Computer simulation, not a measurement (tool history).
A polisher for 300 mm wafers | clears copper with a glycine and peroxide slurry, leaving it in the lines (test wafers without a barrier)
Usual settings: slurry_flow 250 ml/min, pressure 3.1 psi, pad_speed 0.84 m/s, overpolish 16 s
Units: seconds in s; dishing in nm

| run | day | slurry_flow | pressure | pad_speed | overpolish | wafers since the last listed run | wafers polished on this pad | hours since the slurry nozzle was cleaned | hours since the head pressure was calibrated | incoming thickness of the incoming film, nm | seconds | dishing |
|---|---|---|---|---|---|---|---|---|---|---|---|---|
| 1 | 0.000 | 250 | 3.1 | 0.84 | 24 | 0 | 497 | 260.2 | 361.1 | 425.1 | 89.2 | 68.2 |
| 2 | 2.017 | 250 | 3.1 | 0.84 | 24 | 320 | 818 | 308.6 | 409.5 | 426.2 | 91.2 | 69.9 |
|  | 5.354 | worn pad replaced by a new one |
|  | 9.133 | head pressure recalibrated |
| 3 | 9.375 | 250 | 3.1 | 0.84 | 16 | 1130 | 626 | 485.2 | 5.8 | 426.3 | 91.3 | 48.0 |
| 4 | 10.871 | 250 | 3.1 | 0.84 | 16 | 237 | 864 | 521.1 | 41.7 | 422.7 | 89.9 | 48.4 |
| 5 | 12.021 | 250 | 3.1 | 0.84 | 16 | 182 | 1047 | 548.7 | 69.3 | 422.1 | 89.3 | 48.9 |
| 6 | 14.792 | 250 | 3.1 | 0.84 | 16 | 440 | 1487 | 615.2 | 135.8 | 425.7 | 91.6 | 47.6 |
|  | 15.654 | slurry nozzle cleaned |
|  | 15.912 | worn pad replaced by a new one |
| 7 | 16.879 | 250 | 3.1 | 0.84 | 16 | 298 | 153 | 29.4 | 185.9 | 425.5 | 96.5 | 48.3 |
| 8 | 19.054 | 285 | 3.1 | 0.84 | 16 | 346 | 499 | 81.6 | 238.1 | 430.2 | 94.0 | 46.5 |
| 9 | 20.646 | 285 | 3.1 | 0.84 | 16 | 253 | 753 | 119.8 | 276.3 | 424.1 | 94.2 | 46.8 |
|  | 22.508 | slurry nozzle cleaned, repeated, since the last time left the tool worse |
| 10 | 23.333 | 285 | 3.1 | 0.84 | 16 | 420 | 1174 | 19.8 | 340.8 | 425.2 | 88.2 | 51.1 |
|  | 25.021 | worn pad replaced by a new one |
| 11 | 25.538 | 250 | 3.1 | 0.84 | 16 | 324 | 82 | 72.7 | 393.7 | 428.1 | 89.7 | 50.3 |
| 12 | 26.575 | 175 | 3.1 | 0.84 | 12 | 165 | 247 | 97.6 | 418.6 | 415.8 | 89.1 | 38.7 |
| 13 | 29.033 | 335 | 4.0 | 0.60 | 24 | 391 | 638 | 156.6 | 477.6 | 425.5 | 89.7 | 66.6 |
| 14 | 31.021 | 250 | 4.0 | 0.98 | 16 | 316 | 954 | 204.3 | 525.3 | 422.9 | 63.1 | 66.8 |
| 15 | 33.058 | 250 | 2.6 | 0.72 | 16 | 324 | 1278 | 253.2 | 574.2 | 426.0 | 114.6 | 40.8 |
| 16 | 34.117 | 250 | 3.1 | 0.84 | 16 | 168 | 1446 | 278.6 | 599.6 | 425.5 | 89.3 | 48.8 |
|  | 34.388 | worn pad replaced by a new one |
|  | 34.388 | head pressure recalibrated |
| 17 | 35.979 | 250 | 3.1 | 0.84 | 16 | 282 | 253 | 323.3 | 38.2 | 422.8 | 88.7 | 48.2 |
| 18 | 37.100 | 280 | 2.3 | 0.84 | 23 | 178 | 431 | 350.2 | 65.1 | 427.2 | 110.9 | 53.8 |
| 19 | 38.458 | 250 | 3.5 | 0.84 | 16 | 216 | 647 | 382.8 | 97.7 | 424.7 | 79.9 | 55.4 |
| 20 | 40.967 | 250 | 3.1 | 0.84 | 16 | 399 | 1046 | 443.0 | 157.9 | 423.3 | 88.7 | 49.0 |
|  | 42.342 | worn pad replaced by a new one |
| 21 | 46.762 | 315 | 3.6 | 0.70 | 7 | 895 | 702 | 582.1 | 297.0 | 425.2 | 90.2 | 22.5 |

Forecast each of these 4 alternatives for the next run:
| A | 46.779 | 250 | 3.1 | 0.66 | 16 | 2 | 705 | 582.5 | 297.4 | 433.0 | ? | ? |
| B | 46.779 | 315 | 3.7 | 0.84 | 13 | 2 | 705 | 582.5 | 297.4 | 433.0 | ? | ? |
| C | 46.779 | 250 | 3.1 | 0.94 | 25 | 2 | 705 | 582.5 | 297.4 | 433.0 | ? | ? |
| D | 46.779 | 205 | 3.1 | 0.72 | 16 | 2 | 705 | 582.5 | 297.4 | 433.0 | ? | ? |

| run | seconds | dishing |
|---|---|---|
| A | 107.5 | 40.0 |
| B | 76.9 | 44.8 |
| C | 83.5 | 70.8 |
| D | 103.7 | 41.2 |
Without the tool's hidden state the same runs would have given:
| run | seconds | dishing |
|---|---|---|
| A | 104.7 | 41.0 |
| B | 75.3 | 45.6 |
| C | 81.4 | 72.3 |
| D | 100.5 | 42.4 |
